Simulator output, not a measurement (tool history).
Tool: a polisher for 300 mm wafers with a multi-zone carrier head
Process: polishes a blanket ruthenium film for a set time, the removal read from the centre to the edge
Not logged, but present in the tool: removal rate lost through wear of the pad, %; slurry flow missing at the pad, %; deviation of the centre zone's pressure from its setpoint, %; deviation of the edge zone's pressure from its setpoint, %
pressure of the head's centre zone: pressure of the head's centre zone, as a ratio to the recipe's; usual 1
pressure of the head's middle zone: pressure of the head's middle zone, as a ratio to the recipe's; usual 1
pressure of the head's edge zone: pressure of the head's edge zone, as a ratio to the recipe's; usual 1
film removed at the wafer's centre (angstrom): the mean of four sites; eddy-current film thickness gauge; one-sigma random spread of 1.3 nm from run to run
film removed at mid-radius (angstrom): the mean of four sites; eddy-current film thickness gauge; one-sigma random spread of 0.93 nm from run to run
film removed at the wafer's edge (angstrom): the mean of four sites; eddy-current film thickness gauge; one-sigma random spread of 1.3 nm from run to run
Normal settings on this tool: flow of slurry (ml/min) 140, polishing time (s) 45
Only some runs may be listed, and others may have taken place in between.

run	hour	flow of slurry (ml/min)	pressure of the head's centre zone	pressure of the head's middle zone	pressure of the head's edge zone	polishing time (s)	wafers since the last listed run	wafers polished on this pad	hours since the slurry nozzle was cleaned	hours since the centre zone pressure was calibrated	hours since the edge zone pressure was calibrated	hours since the carrier head's membrane was replaced	incoming thickness of the incoming film, nm	film removed at the wafer's centre (angstrom)	film removed at mid-radius (angstrom)	film removed at the wafer's edge (angstrom)
1	0	140	1	1	1	45	0	445	425.4	21.6	409	302.4	362.6	1087	1044	1125
2	80.2	175	1	0.9	1	45	1050	1496	505.6	101.8	489.2	382.6	355.2	1137	1013	1099
3	188.1	120	1	1	1.05	35	1413	2910	613.5	209.7	597.1	490.5	358.6	790	766	820
4	283.9	140	1	1	1	45	1255	4165	709.3	305.5	692.9	586.3	360.2	1046	1014	1067
5	370	105	0.88	1.04	1	50	1128	5294	795.4	391.6	779	672.4	356.1	924	1080	1117
# hour 395.1: carrier head's membrane replaced by a new one
6	451.5	140	1	1	1	45	1002	6296	876.9	473.1	860.5	56.4	366.5	1033	1014	1063
# hour 493.4: slurry nozzle cleaned
# hour 731.4: worn pad replaced by a new one
7	771.3	110	1	1	1	45	4125	523	277.9	792.9	1180.3	376.2	357.8	992	983	1065
8	824.4	140	0.95	1.1	1	45	695	1219	331	846	1233.4	429.3	359.7	1012	1119	1077
# hour 852.1: centre zone pressure recalibrated
9	899.3	140	1	1	1	45	955	2174	405.9	47.2	1308.3	504.2	360.6	1085	1043	1076
10	945.3	140	0.91	1	0.92	60	602	2777	451.9	93.2	1354.3	550.2	360	1286	1373	1397
# hour 952.7: edge zone pressure recalibrated
11	987.8	140	1.07	1	1	45	530	3308	494.4	135.7	35.1	592.7	360	1134	1036	1083
12	1036.7	160	0.91	1.11	1	45	640	3948	543.3	184.6	84	641.6	365.3	988	1138	1111
13	1093.1	155	1	1	1.04	45	739	4687	599.7	241	140.4	698	359.3	1079	1040	1114
14	1175.8	140	1.08	1.08	1.12	45	1083	5771	682.4	323.7	223.1	780.7	360.8	1120	1059	1132
# hour 1236.1: carrier head's membrane replaced by a new one
15	1264.9	155	1	1	1.04	45	1102	6873	771.5	412.8	312.2	28.8	358.3	1066	1042	1089
# hour 1280.4: slurry nozzle cleaned
16	1358.5	140	1	1.07	1.07	61	1213	8087	78.1	506.4	405.8	122.4	364.8	1412	1417	1483
17	1444.3	190	1.03	1	1.03	45	1124	9211	163.9	592.2	491.6	208.2	360.1	1116	1045	1121
18	1514	140	0.89	1	1	56	913	10125	233.6	661.9	561.3	277.9	364.9	1129	1271	1299
# hour 1566: worn pad replaced by a new one
19	1586	140	0.91	1	1	31	891	262	305.6	733.9	633.3	349.9	356.3	655	722	764
20	1656.6	140	1	1	1	45	925	1187	376.2	804.5	703.9	420.5	358.1	1076	1045	1099
# hour 1686.2: centre zone pressure recalibrated
21	1744.1	95	1	1.12	1	45	1120	2307	463.7	57.9	791.4	508	363.3	925	999	1016

Alternative continuations, all from the tool just after run 21; predict every row:
A	1744.5	140	1	1	1	45	5	2313	464.1	58.3	791.8	508.4	357.7	?	?	?
B	1744.5	120	1	0.94	0.94	45	5	2313	464.1	58.3	791.8	508.4	357.7	?	?	?
C	1744.5	140	1	0.95	1	45	5	2313	464.1	58.3	791.8	508.4	357.7	?	?	?
D	1744.5	140	0.94	1	1	45	5	2313	464.1	58.3	791.8	508.4	357.7	?	?	?
E	1744.5	140	0.9	1.06	0.89	52	5	2313	464.1	58.3	791.8	508.4	357.7	?	?	?

run	film removed at the wafer's centre (angstrom)	film removed at mid-radius (angstrom)	film removed at the wafer's edge (angstrom)
A	1065	1022	1083
B	1020	944	1028
C	1065	987	1084
D	1001	1023	1083
E	1107	1231	1190
Stripped of hidden state, with their random variation kept, the same runs would have yielded:
run	film removed at the wafer's centre (angstrom)	film removed at mid-radius (angstrom)	film removed at the wafer's edge (angstrom)
A	1103	1059	1121
B	1056	977	1064
C	1103	1022	1122
D	1036	1059	1121
E	1146	1275	1232

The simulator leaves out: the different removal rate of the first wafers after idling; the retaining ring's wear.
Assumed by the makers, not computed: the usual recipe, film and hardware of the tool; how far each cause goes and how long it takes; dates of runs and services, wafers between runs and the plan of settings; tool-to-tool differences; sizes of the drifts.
